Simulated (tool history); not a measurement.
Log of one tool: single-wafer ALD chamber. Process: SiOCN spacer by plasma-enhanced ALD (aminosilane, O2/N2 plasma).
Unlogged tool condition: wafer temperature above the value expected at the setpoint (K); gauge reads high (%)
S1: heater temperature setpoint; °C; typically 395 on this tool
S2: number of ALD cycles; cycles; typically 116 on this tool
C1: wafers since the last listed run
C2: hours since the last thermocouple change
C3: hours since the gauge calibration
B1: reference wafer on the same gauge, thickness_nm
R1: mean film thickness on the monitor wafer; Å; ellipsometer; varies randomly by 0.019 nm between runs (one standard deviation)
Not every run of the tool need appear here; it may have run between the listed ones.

run 1 hour=0.0 | S1=395 S2=116 | C1=0 C2=1883.0 C3=65.5 | B1=6.109 | R1=75.57
run 2 hour=9.7 | S1=395 S2=116 | C1=16 C2=1892.7 C3=75.2 | B1=6.108 | R1=75.38
run 3 hour=21.9 | S1=395 S2=116 | C1=20 C2=1904.9 C3=87.4 | B1=6.114 | R1=75.47
run 4 hour=34.6 | S1=395 S2=116 | C1=21 C2=1917.6 C3=100.1 | B1=6.107 | R1=75.65
run 5 hour=42.9 | S1=395 S2=116 | C1=13 C2=1925.9 C3=108.4 | B1=6.106 | R1=75.67
run 6 hour=54.2 | S1=395 S2=116 | C1=18 C2=1937.2 C3=119.7 | B1=6.114 | R1=75.44
run 7 hour=67.0 | S1=395 S2=116 | C1=21 C2=1950.0 C3=132.5 | B1=6.110 | R1=75.52
run 8 hour=76.4 | S1=395 S2=116 | C1=15 C2=1959.4 C3=141.9 | B1=6.110 | R1=75.26
run 9 hour=90.6 | S1=395 S2=104 | C1=23 C2=1973.6 C3=156.1 | B1=6.113 | R1=67.66
run 10 hour=102.2 | S1=395 S2=104 | C1=19 C2=1985.2 C3=167.7 | B1=6.113 | R1=67.70
run 11 hour=108.4 | S1=395 S2=116 | C1=10 C2=1991.4 C3=173.9 | B1=6.110 | R1=75.60
run 12 hour=121.1 | S1=395 S2=116 | C1=21 C2=2004.1 C3=186.6 | B1=6.106 | R1=75.65
run 13 hour=129.6 | S1=395 S2=106 | C1=14 C2=2012.6 C3=195.1 | B1=6.108 | R1=69.25
run 14 hour=136.8 | S1=404 S2=129 | C1=12 C2=2019.8 C3=202.3 | B1=6.113 | R1=82.92
run 15 hour=144.7 | S1=384 S2=132 | C1=13 C2=2027.7 C3=210.2 | B1=6.112 | R1=85.56
-- hour=157.9 gauge calibrated
-- hour=179.8 thermocouple changed; heater temperature recalibrated
run 16 hour=180.3 | S1=395 S2=116 | C1=46 C2=0.5 C3=22.4 | B1=6.109 | R1=75.14
run 17 hour=190.4 | S1=404 S2=97 | C1=16 C2=10.6 C3=32.5 | B1=6.113 | R1=62.51
run 18 hour=206.2 | S1=381 S2=127 | C1=26 C2=26.4 C3=48.3 | B1=6.108 | R1=82.72
run 19 hour=219.3 | S1=395 S2=116 | C1=21 C2=39.5 C3=61.4 | B1=6.112 | R1=75.34
run 20 hour=233.7 | S1=388 S2=116 | C1=24 C2=53.9 C3=75.8 | B1=6.111 | R1=75.22

Consider 3 possible next runs. They are alternatives, not a sequence: every one starts from the tool as it was left by run 20. What does each give?
run A hour=234.3 | S1=395 S2=116 | C1=1 C2=54.5 C3=76.4 | B1=? | R1=?
run B hour=234.3 | S1=401 S2=138 | C1=1 C2=54.5 C3=76.4 | B1=? | R1=?
run C hour=234.3 | S1=404 S2=132 | C1=1 C2=54.5 C3=76.4 | B1=? | R1=?

run=A B1=6.112 R1=75.17
run=B B1=6.112 R1=89.20
run=C B1=6.112 R1=84.57
Had the tool no hidden state, the same runs would have come out as:
run=A R1=75.17
run=B R1=89.20
run=C R1=84.57
